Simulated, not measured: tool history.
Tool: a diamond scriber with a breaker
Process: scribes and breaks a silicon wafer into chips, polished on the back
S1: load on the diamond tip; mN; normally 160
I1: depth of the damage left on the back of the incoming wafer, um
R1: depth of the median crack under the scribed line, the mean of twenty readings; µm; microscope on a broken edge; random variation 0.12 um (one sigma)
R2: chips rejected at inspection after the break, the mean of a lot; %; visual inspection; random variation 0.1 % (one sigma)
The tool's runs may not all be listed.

{"run": 1, "hour": 0.0, "S1": 192, "I1": 0.01, "R1": 13.13, "R2": 2.38}
{"run": 2, "hour": 34.8, "S1": 192, "I1": 0.04, "R1": 13.22, "R2": 2.22}
{"run": 3, "hour": 67.0, "S1": 192, "I1": 0.03, "R1": 13.19, "R2": 2.16}
{"run": 4, "hour": 101.8, "S1": 160, "I1": 0.05, "R1": 12.02, "R2": 1.97}
{"run": 5, "hour": 140.7, "S1": 160, "I1": 0.04, "R1": 11.89, "R2": 1.92}
{"hour": 168.4, "done": "diamond tip replaced by a new one"}
{"run": 6, "hour": 183.7, "S1": 160, "I1": 0.04, "R1": 11.4, "R2": 2.19}
{"run": 7, "hour": 214.8, "S1": 160, "I1": 0.02, "R1": 11.68, "R2": 2.56}
{"hour": 240.7, "done": "diamond tip replaced by a new one, repeated, since the last time left the tool worse"}
{"run": 8, "hour": 244.0, "S1": 136, "I1": 0.04, "R1": 11.42, "R2": 2.78}
{"run": 9, "hour": 287.7, "S1": 143, "I1": 0.01, "R1": 11.61, "R2": 2.37}
{"hour": 295.7, "done": "load on the tip recalibrated"}
{"run": 10, "hour": 320.6, "S1": 205, "I1": 0.02, "R1": 13.8, "R2": 3.15}
{"run": 11, "hour": 370.8, "S1": 119, "I1": 0.05, "R1": 10.79, "R2": 5.53}
{"run": 12, "hour": 433.7, "S1": 160, "I1": 0.03, "R1": 12.03, "R2": 1.93}
{"run": 13, "hour": 494.6, "S1": 133, "I1": 0.05, "R1": 10.8, "R2": 3.7}
{"run": 14, "hour": 533.8, "S1": 201, "I1": 0.03, "R1": 13.15, "R2": 2.41}

Forecast each of these 5 alternatives for the next run:
{"run": "A", "hour": 534.5, "S1": 160, "I1": 0.02, "R1": "?", "R2": "?"}
{"run": "B", "hour": 534.5, "S1": 185, "I1": 0.02, "R1": "?", "R2": "?"}
{"run": "C", "hour": 534.5, "S1": 176, "I1": 0.02, "R1": "?", "R2": "?"}
{"run": "D", "hour": 534.5, "S1": 199, "I1": 0.02, "R1": "?", "R2": "?"}
{"run": "E", "hour": 534.5, "S1": 122, "I1": 0.02, "R1": "?", "R2": "?"}

run=A R1=12.05 R2=1.87
run=B R1=12.92 R2=1.76
run=C R1=12.61 R2=1.63
run=D R1=13.40 R2=2.29
run=E R1=10.66 R2=5.58
With no hidden state in the tool, these same runs would have given:
run=A R1=12.54 R2=1.63
run=B R1=13.45 R2=2.37
run=C R1=13.13 R2=1.94
run=D R1=13.95 R2=3.32
run=E R1=11.09 R2=3.89
